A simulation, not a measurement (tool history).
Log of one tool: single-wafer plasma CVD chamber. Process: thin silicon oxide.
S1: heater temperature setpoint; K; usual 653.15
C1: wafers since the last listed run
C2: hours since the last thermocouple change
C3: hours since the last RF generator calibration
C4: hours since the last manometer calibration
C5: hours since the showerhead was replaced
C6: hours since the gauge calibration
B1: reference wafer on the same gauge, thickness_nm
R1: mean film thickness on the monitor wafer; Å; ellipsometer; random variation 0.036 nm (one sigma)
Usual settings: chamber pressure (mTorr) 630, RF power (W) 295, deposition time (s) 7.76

run 1 day=0.000 | S1=653.15 chamber_pressure_(mTorr)=630 RF_power_(W)=295 deposition_time_(s)=7.76 | C1=0 C2=663.4 C3=1780.1 C4=1338.8 C5=6255.4 C6=37.7 | B1=11.596 | R1=116.06
run 2 day=0.642 | S1=653.15 chamber_pressure_(mTorr)=630 RF_power_(W)=295 deposition_time_(s)=7.76 | C1=703 C2=678.8 C3=1795.5 C4=1354.2 C5=6270.8 C6=53.1 | B1=11.604 | R1=115.77
run 3 day=1.267 | S1=653.15 chamber_pressure_(mTorr)=630 RF_power_(W)=295 deposition_time_(s)=7.76 | C1=685 C2=693.8 C3=1810.5 C4=1369.2 C5=6285.8 C6=68.1 | B1=11.604 | R1=116.28
run 4 day=1.908 | S1=653.15 chamber_pressure_(mTorr)=630 RF_power_(W)=295 deposition_time_(s)=7.76 | C1=703 C2=709.2 C3=1825.9 C4=1384.6 C5=6301.2 C6=83.5 | B1=11.600 | R1=116.20
run 5 day=4.112 | S1=642.15 chamber_pressure_(mTorr)=630 RF_power_(W)=295 deposition_time_(s)=7.76 | C1=2416 C2=762.1 C3=1878.8 C4=1437.5 C5=6354.1 C6=136.4 | B1=11.601 | R1=117.28
run 6 day=4.800 | S1=642.15 chamber_pressure_(mTorr)=630 RF_power_(W)=295 deposition_time_(s)=7.76 | C1=753 C2=778.6 C3=1895.3 C4=1454.0 C5=6370.6 C6=152.9 | B1=11.601 | R1=116.19
run 7 day=5.288 | S1=653.15 chamber_pressure_(mTorr)=630 RF_power_(W)=330 deposition_time_(s)=7.76 | C1=534 C2=790.3 C3=1907.0 C4=1465.7 C5=6382.3 C6=164.6 | B1=11.599 | R1=122.54
run 8 day=5.646 | S1=653.15 chamber_pressure_(mTorr)=630 RF_power_(W)=330 deposition_time_(s)=7.76 | C1=392 C2=798.9 C3=1915.6 C4=1474.3 C5=6390.9 C6=173.2 | B1=11.606 | R1=122.27
run 9 day=6.029 | S1=653.15 chamber_pressure_(mTorr)=630 RF_power_(W)=330 deposition_time_(s)=7.76 | C1=420 C2=808.1 C3=1924.8 C4=1483.5 C5=6400.1 C6=182.4 | B1=11.599 | R1=123.03
-- day=6.412 thermocouple changed; heater temperature recalibrated
run 10 day=6.433 | S1=653.15 chamber_pressure_(mTorr)=630 RF_power_(W)=335 deposition_time_(s)=7.76 | C1=77 C2=0.5 C3=1934.5 C4=1493.2 C5=6409.8 C6=192.1 | B1=11.596 | R1=123.45
run 11 day=6.767 | S1=653.15 chamber_pressure_(mTorr)=630 RF_power_(W)=335 deposition_time_(s)=7.76 | C1=365 C2=8.5 C3=1942.5 C4=1501.2 C5=6417.8 C6=200.1 | B1=11.603 | R1=123.30
-- day=7.192 gauge calibrated
-- day=7.550 capacitance manometer re-zeroed and calibrated
-- day=7.854 RF generator calibrated
run 12 day=7.875 | S1=667.15 chamber_pressure_(mTorr)=786 RF_power_(W)=295 deposition_time_(s)=9.14 | C1=514 C2=35.1 C3=0.5 C4=7.8 C5=6444.4 C6=16.4 | B1=11.600 | R1=154.95
run 13 day=7.888 | S1=653.15 chamber_pressure_(mTorr)=630 RF_power_(W)=295 deposition_time_(s)=8.78 | C1=13 C2=35.4 C3=0.8 C4=8.1 C5=6444.7 C6=16.7 | B1=11.596 | R1=121.26
run 14 day=8.508 | S1=657.15 chamber_pressure_(mTorr)=543 RF_power_(W)=270 deposition_time_(s)=7.30 | C1=680 C2=50.3 C3=15.7 C4=23.0 C5=6459.6 C6=31.6 | B1=11.599 | R1=82.78
run 15 day=9.162 | S1=653.15 chamber_pressure_(mTorr)=630 RF_power_(W)=350 deposition_time_(s)=7.76 | C1=717 C2=66.0 C3=31.4 C4=38.7 C5=6475.3 C6=47.3 | B1=11.597 | R1=117.10
-- day=9.988 showerhead replaced
run 16 day=10.008 | S1=653.15 chamber_pressure_(mTorr)=491 RF_power_(W)=295 deposition_time_(s)=7.76 | C1=561 C2=86.3 C3=51.7 C4=59.0 C5=0.5 C6=67.6 | B1=11.595 | R1=84.27
run 17 day=10.188 | S1=642.15 chamber_pressure_(mTorr)=498 RF_power_(W)=250 deposition_time_(s)=7.07 | C1=196 C2=90.6 C3=56.0 C4=63.3 C5=4.8 C6=71.9 | B1=11.599 | R1=71.58
run 18 day=10.842 | S1=653.15 chamber_pressure_(mTorr)=630 RF_power_(W)=295 deposition_time_(s)=7.76 | C1=717 C2=106.3 C3=71.7 C4=79.0 C5=20.5 C6=87.6 | B1=11.601 | R1=109.31
run 19 day=11.117 | S1=653.15 chamber_pressure_(mTorr)=630 RF_power_(W)=295 deposition_time_(s)=7.76 | C1=301 C2=112.9 C3=78.3 C4=85.6 C5=27.1 C6=94.2 | B1=11.599 | R1=108.44
run 20 day=11.783 | S1=653.15 chamber_pressure_(mTorr)=630 RF_power_(W)=295 deposition_time_(s)=7.76 | C1=730 C2=128.9 C3=94.3 C4=101.6 C5=43.1 C6=110.2 | B1=11.610 | R1=109.17
run 21 day=12.512 | S1=653.15 chamber_pressure_(mTorr)=630 RF_power_(W)=295 deposition_time_(s)=7.76 | C1=799 C2=146.4 C3=111.8 C4=119.1 C5=60.6 C6=127.7 | B1=11.605 | R1=109.22
run 22 day=12.788 | S1=653.15 chamber_pressure_(mTorr)=760 RF_power_(W)=330 deposition_time_(s)=7.76 | C1=301 C2=153.0 C3=118.4 C4=125.7 C5=67.2 C6=134.3 | B1=11.596 | R1=138.13
run 23 day=13.404 | S1=643.15 chamber_pressure_(mTorr)=710 RF_power_(W)=340 deposition_time_(s)=6.72 | C1=676 C2=167.8 C3=133.2 C4=140.5 C5=82.0 C6=149.1 | B1=11.598 | R1=114.54

The same runs without the tool's hidden state, with the same run-to-run variation:
The hidden state here: wafer temperature above the value expected at the setpoint (K); delivered RF power above the setpoint (%); true pressure above the setpoint (%); gauge reads high (%).
run=1 R1=106.22
run=2 R1=105.95
run=3 R1=106.40
run=4 R1=106.32
run=5 R1=107.27
run=6 R1=106.25
run=7 R1=112.05
run=8 R1=111.80
run=9 R1=112.49
run=10 R1=112.87
run=11 R1=112.72
run=12 R1=153.43
run=13 R1=119.90
run=14 R1=81.60
run=15 R1=115.18
run=16 R1=82.55
run=17 R1=70.06
run=18 R1=106.81
run=19 R1=105.86
run=20 R1=106.32
run=21 R1=106.11
run=22 R1=134.54
run=23 R1=111.10
